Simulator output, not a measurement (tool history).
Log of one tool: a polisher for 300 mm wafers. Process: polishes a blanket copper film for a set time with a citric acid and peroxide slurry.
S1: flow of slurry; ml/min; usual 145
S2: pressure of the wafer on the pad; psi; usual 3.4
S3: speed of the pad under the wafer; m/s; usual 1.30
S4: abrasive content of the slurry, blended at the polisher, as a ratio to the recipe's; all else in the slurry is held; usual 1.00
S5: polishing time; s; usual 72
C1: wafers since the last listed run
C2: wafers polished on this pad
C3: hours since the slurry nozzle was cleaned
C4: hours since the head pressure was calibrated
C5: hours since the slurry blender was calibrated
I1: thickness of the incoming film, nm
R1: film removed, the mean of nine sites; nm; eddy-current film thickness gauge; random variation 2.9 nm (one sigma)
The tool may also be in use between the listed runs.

run     day   S1   S2    S3    S4  S5    C1    C2     C3      C4     C5      I1     R1
  1   0.000  145  3.4  1.30  1.00  72     0   517   14.3   815.0  142.9  1125.3  196.4
  2   2.354  145  3.4  1.30  1.00  72   700  1218   70.8   871.5  199.4  1102.8  193.7
  3   4.642  145  4.3  1.30  1.00  72   680  1898  125.7   926.4  254.3  1128.1  235.6
  4   5.883  145  4.3  1.30  1.00  72   369  2268  155.5   956.2  284.1  1093.1  231.4
      7.188  -- worn pad replaced by a new one
  5   7.208  145  3.4  1.30  1.00  72   344     6  187.3   988.0  315.9  1125.0  196.9
      9.400  -- slurry nozzle cleaned
  6   9.721  145  3.4  1.30  1.00  72   735   741    7.7  1048.3  376.2  1112.7  200.6
  7  10.942  145  3.4  1.30  1.00  72   363  1104   37.0  1077.6  405.5  1125.2  197.3
  8  12.138  145  3.4  1.30  1.00  72   355  1460   65.7  1106.3  434.2  1123.0  194.3
     14.167  -- slurry blender recalibrated
  9  14.367  145  3.4  1.52  1.00  72   638  2099  119.2  1159.8    4.8  1108.4  230.7
     15.950  -- worn pad replaced by a new one
 10  16.821  145  3.4  1.52  1.00  72   680   259  178.1  1218.7   63.7  1109.3  224.5
 11  18.400  145  3.4  1.52  1.00  72   469   729  216.0  1256.6  101.6  1104.4  223.8
     18.771  -- slurry nozzle cleaned
     18.979  -- head pressure recalibrated
 12  20.771  145  3.4  1.30  1.00  72   668  1397   48.0    43.0  158.5  1118.5  218.3
 13  22.908  145  2.7  1.14  1.00  48   636  2033   99.3    94.3  209.8  1103.2  105.0
     24.300  -- worn pad replaced by a new one, of another model than before
 14  24.321  145  3.4  1.30  1.00  61   370     6  133.2   128.2  243.7  1106.7  183.7
 15  26.717  145  4.3  1.30  1.00  72   712   719  190.7   185.7  301.2  1126.8  249.0
 16  29.121  130  3.4  1.30  1.00  72   715  1434  248.4   243.4  358.9  1107.8  203.0
     29.446  -- slurry nozzle cleaned
     31.312  -- slurry blender recalibrated
 17  31.821  145  3.0  1.30  1.00  91   766  2200   57.0   308.2   12.2  1126.3  253.3
     32.879  -- worn pad replaced by a new one
 18  33.029  145  3.4  1.30  1.00  72   309    44   86.0   337.2   41.2  1107.1  215.7
 19  34.958  145  3.4  1.30  0.70  72   574   618  132.3   383.5   87.5  1112.8  190.0
 20  37.454  160  4.5  1.30  1.00  96   742  1360  192.2   443.4  147.4  1122.3  328.3
     39.462  -- slurry nozzle cleaned
     41.912  -- worn pad replaced by a new one
 21  43.583  115  3.4  1.48  1.20  89  1761   497   98.9   590.5  294.5  1109.8  277.9
 22  45.654  145  3.4  1.30  1.00  72   616  1113  148.6   640.2  344.2  1108.1  209.5

5 ways to go on from here, each from the tool as it stands after run 22. What would each give?
  A  45.671  145  3.4  1.10  1.00  72   4  1118  149.0  640.6  344.6  1125.7   ?
  B  45.671  145  4.4  1.30  1.15  72   4  1118  149.0  640.6  344.6  1125.7   ?
  C  45.671  120  3.4  1.30  1.25  72   4  1118  149.0  640.6  344.6  1125.7   ?
  D  45.671  185  3.9  0.94  1.00  54   4  1118  149.0  640.6  344.6  1125.7   ?
  E  45.671  145  4.3  1.06  1.00  72   4  1118  149.0  640.6  344.6  1125.7   ?

run     R1
  A  188.9
  B  246.4
  C  206.0
  D  146.6
  E  206.6
Without the tool's hidden state the same runs would have given:
run     R1
  A  194.9
  B  254.2
  C  212.5
  D  151.3
  E  213.2

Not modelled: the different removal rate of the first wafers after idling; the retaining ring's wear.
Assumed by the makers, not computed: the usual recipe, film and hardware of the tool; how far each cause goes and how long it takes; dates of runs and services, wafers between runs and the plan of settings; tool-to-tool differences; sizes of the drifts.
